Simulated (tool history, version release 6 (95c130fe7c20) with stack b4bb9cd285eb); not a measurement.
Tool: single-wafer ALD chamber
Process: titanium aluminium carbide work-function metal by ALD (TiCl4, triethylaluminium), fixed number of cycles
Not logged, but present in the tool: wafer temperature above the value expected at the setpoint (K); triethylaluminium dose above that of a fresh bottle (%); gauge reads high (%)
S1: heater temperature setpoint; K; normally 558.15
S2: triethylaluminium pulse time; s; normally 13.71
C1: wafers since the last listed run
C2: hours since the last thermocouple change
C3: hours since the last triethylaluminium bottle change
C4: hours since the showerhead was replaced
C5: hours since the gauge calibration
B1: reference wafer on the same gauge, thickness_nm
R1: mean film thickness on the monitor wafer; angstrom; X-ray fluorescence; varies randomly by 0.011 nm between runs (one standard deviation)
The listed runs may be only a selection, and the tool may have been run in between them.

run	hour	S1	S2	C1	C2	C3	C4	C5	B1	R1
1	0.0	558.15	11.05	0	646.2	1044.1	5301.0	218.6	2.291	20.65
2	28.0	558.15	13.71	247	674.2	1072.1	5329.0	246.6	2.295	21.15
3	58.8	558.15	13.71	272	705.0	1102.9	5359.8	277.4	2.293	20.98
4	84.3	558.15	13.71	225	730.5	1128.4	5385.3	302.9	2.292	21.14
5	117.7	558.15	10.43	295	763.9	1161.8	5418.7	336.3	2.295	20.68
6	149.8	558.15	13.71	283	796.0	1193.9	5450.8	368.4	2.297	21.20
7	176.4	558.15	13.71	235	822.6	1220.5	5477.4	395.0	2.299	21.26
8	200.9	558.15	13.71	216	847.1	1245.0	5501.9	419.5	2.303	21.05
9	225.2	558.15	13.71	214	871.4	1269.3	5526.2	443.8	2.305	21.09
10	257.4	558.15	13.71	284	903.6	1301.5	5558.4	476.0	2.304	21.18
11	287.5	562.15	13.71	266	933.7	1331.6	5588.5	506.1	2.315	21.59
12	308.6	562.15	13.71	186	954.8	1352.7	5609.6	527.2	2.312	21.67
13	342.9	562.15	13.71	303	989.1	1387.0	5643.9	561.5	2.316	21.55
# hour 362.3: thermocouple changed; heater temperature recalibrated
# hour 399.4: showerhead replaced
14	403.4	558.15	13.71	393	41.1	1447.5	4.0	622.0	2.327	21.41
15	420.2	569.15	13.71	148	57.9	1464.3	20.8	638.8	2.331	22.70
# hour 494.9: triethylaluminium bottle replaced
16	513.4	545.15	15.87	753	151.1	18.5	114.0	732.0	2.341	19.99
17	540.1	558.15	13.71	236	177.8	45.2	140.7	758.7	2.348	21.50
18	573.7	558.15	13.71	297	211.4	78.8	174.3	792.3	2.347	21.67
19	594.0	549.15	9.31	179	231.7	99.1	194.6	812.6	2.352	20.04
# hour 604.4: gauge calibrated
20	620.9	554.15	15.50	237	258.6	126.0	221.5	16.5	2.295	20.52
21	637.8	558.15	18.56	149	275.5	142.9	238.4	33.4	2.295	21.22
22	673.4	566.15	10.20	314	311.1	178.5	274.0	69.0	2.297	21.80
23	687.2	558.15	8.73	122	324.9	192.3	287.8	82.8	2.299	20.51
24	717.7	544.15	13.71	269	355.4	222.8	318.3	113.3	2.298	19.74
25	751.4	564.15	15.59	298	389.1	256.5	352.0	147.0	2.300	22.05
26	779.1	558.15	13.71	245	416.8	284.2	379.7	174.7	2.302	21.11
27	798.1	569.15	17.68	168	435.8	303.2	398.7	193.7	2.301	22.53
28	812.0	545.15	9.44	122	449.7	317.1	412.6	207.6	2.299	19.11

Each run again, without the hidden state but with its own random variation kept:
run	R1
1	20.65
2	21.14
3	20.96
4	21.11
5	20.63
6	21.12
7	21.16
8	20.93
9	20.95
10	21.01
11	21.39
12	21.45
13	21.29
14	21.09
15	22.34
16	19.56
17	21.00
18	21.12
19	19.51
20	20.46
21	21.15
22	21.73
23	20.44
24	19.67
25	21.97
26	21.02
27	22.43
28	19.02
